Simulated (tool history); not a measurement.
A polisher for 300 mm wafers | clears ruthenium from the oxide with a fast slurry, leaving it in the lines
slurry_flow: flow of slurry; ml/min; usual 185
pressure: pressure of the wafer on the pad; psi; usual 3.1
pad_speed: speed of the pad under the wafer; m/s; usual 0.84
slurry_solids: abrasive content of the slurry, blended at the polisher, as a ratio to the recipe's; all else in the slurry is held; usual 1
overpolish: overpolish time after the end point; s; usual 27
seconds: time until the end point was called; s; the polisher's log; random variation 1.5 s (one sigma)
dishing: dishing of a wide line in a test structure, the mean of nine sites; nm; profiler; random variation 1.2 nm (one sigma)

run   hour  slurry_flow  pressure  pad_speed  slurry_solids  overpolish  wafers since the last listed run  wafers polished on this pad  hours since the slurry nozzle was cleaned  hours since the head pressure was calibrated  hours since the slurry blender was calibrated  incoming thickness of the incoming film, nm  seconds  dishing
  1      0          185       3.1       0.84              1          27                                 0                          627                                      173.6                                         985.3                                          133.3                                        301.6     95.9     64.3
  2   23.4          185       3.1       0.84              1          22                               263                          890                                        197                                        1008.7                                          156.7                                        300.2     97.6     52.7
  3   43.1          185       2.8       0.84              1          27                               221                         1112                                      216.7                                        1028.4                                          176.4                                        295.2    104.2     61.6
  4   57.9          185       3.9       0.84              1          27                               166                         1278                                      231.5                                        1043.2                                          191.2                                        299.2     80.1     80.2
  5   83.4          185       3.1        0.6              1          27                               286                         1565                                        257                                        1068.7                                          216.7                                        297.4    131.7     51.2
  6   98.4          130       3.8       0.84           0.85          27                               168                         1734                                        272                                        1083.7                                          231.7                                        304.2     94.4     67.8
  7  131.5          185         2       1.12              1          27                               372                         2106                                      305.1                                        1116.8                                          264.8                                        300.1    113.1     57.1
  8  158.6          185       3.1       0.84              1          27                               304                         2411                                      332.2                                        1143.9                                          291.9                                        297.4     94.8     63.9
  9  172.9          185       3.1       0.84           1.25          27                               160                         2572                                      346.5                                        1158.2                                          306.2                                        301.2     92.9     69.3
       191  -- slurry blender recalibrated
 10  191.5          125       3.6       0.84              1          27                               186                         2759                                      365.1                                        1176.8                                            0.5                                        304.4     86.9     75.6
 11    218          215       3.1       0.84            1.2          27                               298                         3057                                      391.6                                        1203.3                                             27                                        301.3     85.5     73.7
     233.7  -- worn pad replaced by a new one
 12  235.4          185       3.1       1.06              1          27                               150                           18                                        409                                        1220.7                                           44.4                                        296.9     77.2     82.7
 13  254.4          185       3.1       0.84              1          27                               213                          232                                        428                                        1239.7                                           63.4                                        304.2     93.5     69.3
 14  288.5          185       3.1       0.84              1          27                               383                          616                                      462.1                                        1273.8                                           97.5                                        296.4     95.7     65.9
 15  302.6          185       3.1       0.84              1          27                               158                          775                                      476.2                                        1287.9                                          111.6                                        302.7     93.5     65.2

The next listed run, before its measurement:
     318.7  -- slurry nozzle cleaned
 16  323.4          240       2.7       0.84            0.8          39                               222                          997                                        4.7                                        1308.7                                          132.4                                        301.3        ?        ?

seconds: 112.9 s
dishing: 79.6 nm
Without the tool's hidden state the same run would have given seconds 100.3 s, dishing 87.8 nm.

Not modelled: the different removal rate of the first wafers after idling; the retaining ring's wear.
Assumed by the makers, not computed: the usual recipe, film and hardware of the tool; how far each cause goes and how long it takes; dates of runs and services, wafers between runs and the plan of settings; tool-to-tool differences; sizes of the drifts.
